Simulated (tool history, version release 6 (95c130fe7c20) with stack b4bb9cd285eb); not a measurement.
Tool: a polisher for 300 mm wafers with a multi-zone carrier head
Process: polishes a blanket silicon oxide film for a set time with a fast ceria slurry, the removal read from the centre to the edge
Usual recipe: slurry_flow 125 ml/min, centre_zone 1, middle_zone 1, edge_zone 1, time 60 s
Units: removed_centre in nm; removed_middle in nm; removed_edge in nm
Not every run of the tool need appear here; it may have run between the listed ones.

run,hour,slurry_flow,centre_zone,middle_zone,edge_zone,time,"incoming thickness of the incoming film, nm",removed_centre,removed_middle,removed_edge
1,0,125,1,1,0.92,60,2943.8,530.9,506.4,498.4
2,25.8,125,1,1,1,60,2921.7,519.4,510.3,515.4
3,52.9,100,1,1,1,60,3011.9,493.6,478.9,490.2
4,97.3,145,1,1,1,78,2903.6,690.5,675.8,657.7
5,123.2,125,1,1,1,60,2965.1,501.6,500.3,499.1
6,139.6,125,1,1,1,60,2980.8,505.3,483,486.1
7,165.3,110,1,1,0.94,80,3009,646.3,632.3,621.3
8,197.4,125,1,1,1.06,60,2926.6,490.2,489.4,502.3
# hour 224.4: worn pad replaced by a new one
9,228.4,145,1.11,0.9,1,75,2963.8,749,601.6,657.5
10,248.5,125,1,1,1,60,2958.4,519.1,508.9,510
# hour 259.4: centre zone pressure recalibrated
# hour 274.1: slurry nozzle cleaned
11,274.6,125,1,1,0.96,60,2913.9,520.6,512.1,496
12,299.8,95,1,1,1,50,2897.7,398.7,393.5,410.4
13,317.8,80,1.1,0.92,1,51,2960.8,431.4,368.5,399.3
# hour 323.8: edge zone pressure recalibrated
14,336.4,125,1.03,0.96,0.95,60,3002.5,529.8,491.1,494.5
15,365.6,125,0.91,1.04,1,69,2942.5,533.3,582.4,568.4
16,379.6,125,1,1,0.92,49,2961,416,407,383.8
17,405.9,125,0.88,1,1.1,60,2965.2,440.3,494.9,515.8
18,418.1,140,1,1,1,60,2965.4,508.5,501.2,497
19,449.8,125,1,1,1,44,2974.7,364.2,355.2,355
# hour 472.2: worn pad replaced by a new one
20,482.5,125,1,1,1,47,2977.2,409.2,401.9,401.1
21,495.1,125,0.93,1.11,0.92,51,2952.7,412.4,467.7,417.8

What if the next run were any one of these 5? Each begins from the tool's condition after run 21:
A,495.5,125,1,1,1,60,2947.8,?,?,?
B,495.5,125,0.9,1,1,60,2947.8,?,?,?
C,495.5,125,1,1,1.08,60,2947.8,?,?,?
D,495.5,125,0.93,1,0.89,60,2947.8,?,?,?
E,495.5,150,1,1.05,1,60,2947.8,?,?,?

run,removed_centre,removed_middle,removed_edge
A,524.7,516.5,516.8
B,471.8,516.8,516.8
C,524.7,516.4,536.8
D,487.7,516.8,489.3
E,545,553.5,528.9
Without the tool's unlogged condition, the same runs would have read:
run,removed_centre,removed_middle,removed_edge
A,528.9,520.6,520.9
B,475.6,520.9,521
C,528.9,520.6,541.1
D,491.6,520.9,493.2
E,549.4,557.9,533.1

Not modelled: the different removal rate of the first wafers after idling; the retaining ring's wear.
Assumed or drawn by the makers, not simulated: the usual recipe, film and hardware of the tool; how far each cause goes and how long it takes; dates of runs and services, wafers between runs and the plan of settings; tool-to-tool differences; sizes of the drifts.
